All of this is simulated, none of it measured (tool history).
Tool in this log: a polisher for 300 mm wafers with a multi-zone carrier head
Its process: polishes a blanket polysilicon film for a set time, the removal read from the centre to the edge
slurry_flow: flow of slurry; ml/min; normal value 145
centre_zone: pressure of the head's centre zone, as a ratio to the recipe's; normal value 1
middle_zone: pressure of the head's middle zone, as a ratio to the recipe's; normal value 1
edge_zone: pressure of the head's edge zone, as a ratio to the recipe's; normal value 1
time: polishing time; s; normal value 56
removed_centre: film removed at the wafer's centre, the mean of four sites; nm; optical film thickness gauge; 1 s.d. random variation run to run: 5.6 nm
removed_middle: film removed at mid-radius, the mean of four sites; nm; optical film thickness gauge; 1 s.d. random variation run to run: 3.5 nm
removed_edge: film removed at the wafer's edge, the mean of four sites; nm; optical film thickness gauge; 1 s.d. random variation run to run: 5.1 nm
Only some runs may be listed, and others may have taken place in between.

| run | hour | slurry_flow | centre_zone | middle_zone | edge_zone | time | wafers since the last listed run | wafers polished on this pad | hours since the slurry nozzle was cleaned | hours since the centre zone pressure was calibrated | hours since the edge zone pressure was calibrated | hours since the carrier head's membrane was replaced | incoming thickness of the incoming film, nm | removed_centre | removed_middle | removed_edge |
|---|---|---|---|---|---|---|---|---|---|---|---|---|---|---|---|---|
| 1 | 0 | 145 | 1 | 0.94 | 1 | 56 | 0 | 501 | 705.2 | 479.4 | 832.6 | 1800.5 | 2119.1 | 329.5 | 353 | 386.6 |
|  | 11.3 | worn pad replaced by a new one |
| 2 | 17.2 | 145 | 1 | 0.94 | 1 | 56 | 170 | 76 | 722.4 | 496.6 | 849.8 | 1817.7 | 2089.3 | 330.9 | 342.4 | 383.9 |
| 3 | 28.2 | 145 | 1 | 0.94 | 1 | 56 | 142 | 218 | 733.4 | 507.6 | 860.8 | 1828.7 | 2085.8 | 327 | 347.2 | 386.2 |
| 4 | 38.2 | 145 | 1.06 | 1 | 1 | 49 | 129 | 348 | 743.4 | 517.6 | 870.8 | 1838.7 | 2072.2 | 298.3 | 315.9 | 335.6 |
| 5 | 44.7 | 145 | 1 | 1 | 1 | 56 | 84 | 432 | 749.9 | 524.1 | 877.3 | 1845.2 | 2071.2 | 325.1 | 362.4 | 384 |
| 6 | 55.6 | 145 | 1 | 1 | 1 | 56 | 141 | 573 | 760.8 | 535 | 888.2 | 1856.1 | 2139.4 | 322.6 | 367.1 | 382.8 |
|  | 75.7 | worn pad replaced by a new one |
| 7 | 76.2 | 145 | 1 | 1 | 1 | 56 | 214 | 6 | 781.4 | 555.6 | 908.8 | 1876.7 | 2096.5 | 320.5 | 363.3 | 382.1 |
|  | 80.1 | edge zone pressure recalibrated |
| 8 | 83.2 | 145 | 1 | 1 | 1 | 56 | 64 | 71 | 788.4 | 562.6 | 3.1 | 1883.7 | 2095.7 | 322.8 | 361.3 | 381.1 |
|  | 86.2 | centre zone pressure recalibrated |
| 9 | 90.2 | 145 | 1 | 1 | 1 | 56 | 64 | 135 | 795.4 | 4 | 10.1 | 1890.7 | 2154.5 | 355.8 | 360.1 | 378.2 |
| 10 | 100.4 | 145 | 1 | 1 | 1 | 56 | 131 | 267 | 805.6 | 14.2 | 20.3 | 1900.9 | 2105.6 | 338.9 | 365.1 | 383.3 |
|  | 107.8 | slurry nozzle cleaned |
| 11 | 117.1 | 145 | 1 | 1 | 1 | 56 | 203 | 471 | 9.3 | 30.9 | 37 | 1917.6 | 2118.6 | 420.1 | 426.3 | 424.1 |
|  | 126.1 | worn pad replaced by a new one |
| 12 | 134.3 | 145 | 1.12 | 1 | 1 | 73 | 170 | 105 | 26.5 | 48.1 | 54.2 | 1934.8 | 2075.5 | 605.1 | 549.6 | 551.5 |
| 13 | 140.4 | 145 | 1 | 1.08 | 1 | 56 | 78 | 184 | 32.6 | 54.2 | 60.3 | 1940.9 | 2145.9 | 418.6 | 442.8 | 427.5 |
| 14 | 152.5 | 145 | 1 | 1 | 1 | 56 | 156 | 341 | 44.7 | 66.3 | 72.4 | 1953 | 2108 | 414.1 | 419.4 | 421.2 |
| 15 | 159.2 | 145 | 1 | 1 | 1 | 66 | 86 | 427 | 51.4 | 73 | 79.1 | 1959.7 | 2117.7 | 480.8 | 490.6 | 490.5 |
|  | 167.7 | carrier head's membrane replaced by a new one |
| 16 | 168.2 | 145 | 1 | 1.1 | 1 | 50 | 51 | 479 | 60.4 | 82 | 88.1 | 0.5 | 2087.5 | 361.6 | 401.7 | 380.2 |
|  | 187.3 | worn pad replaced by a new one |
| 17 | 187.8 | 115 | 1 | 1.05 | 1 | 56 | 201 | 6 | 80 | 101.6 | 107.7 | 20.1 | 2128.4 | 387.6 | 404.8 | 399.9 |
| 18 | 192.4 | 145 | 0.96 | 1 | 1 | 56 | 59 | 66 | 84.6 | 106.2 | 112.3 | 24.7 | 2103.7 | 390.2 | 413.4 | 408.6 |
| 19 | 206.4 | 145 | 1 | 0.91 | 1 | 56 | 181 | 247 | 98.6 | 120.2 | 126.3 | 38.7 | 2131.9 | 406.6 | 379.5 | 421.3 |
|  | 244.2 | worn pad replaced by a new one |
| 20 | 244.7 | 175 | 0.95 | 1 | 1 | 56 | 443 | 5 | 136.9 | 158.5 | 164.6 | 77 | 2143.7 | 400.4 | 425.6 | 423.9 |
| 21 | 250.6 | 100 | 1 | 1 | 0.97 | 56 | 76 | 82 | 142.8 | 164.4 | 170.5 | 82.9 | 2106.1 | 335.5 | 353 | 377.4 |
| 22 | 262.6 | 145 | 1 | 1 | 1 | 56 | 155 | 237 | 154.8 | 176.4 | 182.5 | 94.9 | 2091.9 | 391.4 | 397.6 | 408.1 |

3 ways to go on from here, each from the tool as it stands after run 22. What would each give?
| A | 263 | 145 | 1 | 1 | 1 | 56 | 5 | 242 | 155.2 | 176.8 | 182.9 | 95.3 | 2147.6 | ? | ? | ? |
| B | 263 | 165 | 1 | 1 | 1.08 | 56 | 5 | 242 | 155.2 | 176.8 | 182.9 | 95.3 | 2147.6 | ? | ? | ? |
| C | 263 | 175 | 0.95 | 1.09 | 1 | 56 | 5 | 242 | 155.2 | 176.8 | 182.9 | 95.3 | 2147.6 | ? | ? | ? |

| run | removed_centre | removed_middle | removed_edge |
|---|---|---|---|
| A | 384.1 | 399.3 | 420.5 |
| B | 399.9 | 413.4 | 447.4 |
| C | 390 | 451.4 | 434.6 |
Without the tool's hidden state the same runs would have given:
| run | removed_centre | removed_middle | removed_edge |
|---|---|---|---|
| A | 425.1 | 429.9 | 442.8 |
| B | 437.7 | 441 | 468.5 |
| C | 425 | 479.7 | 454 |

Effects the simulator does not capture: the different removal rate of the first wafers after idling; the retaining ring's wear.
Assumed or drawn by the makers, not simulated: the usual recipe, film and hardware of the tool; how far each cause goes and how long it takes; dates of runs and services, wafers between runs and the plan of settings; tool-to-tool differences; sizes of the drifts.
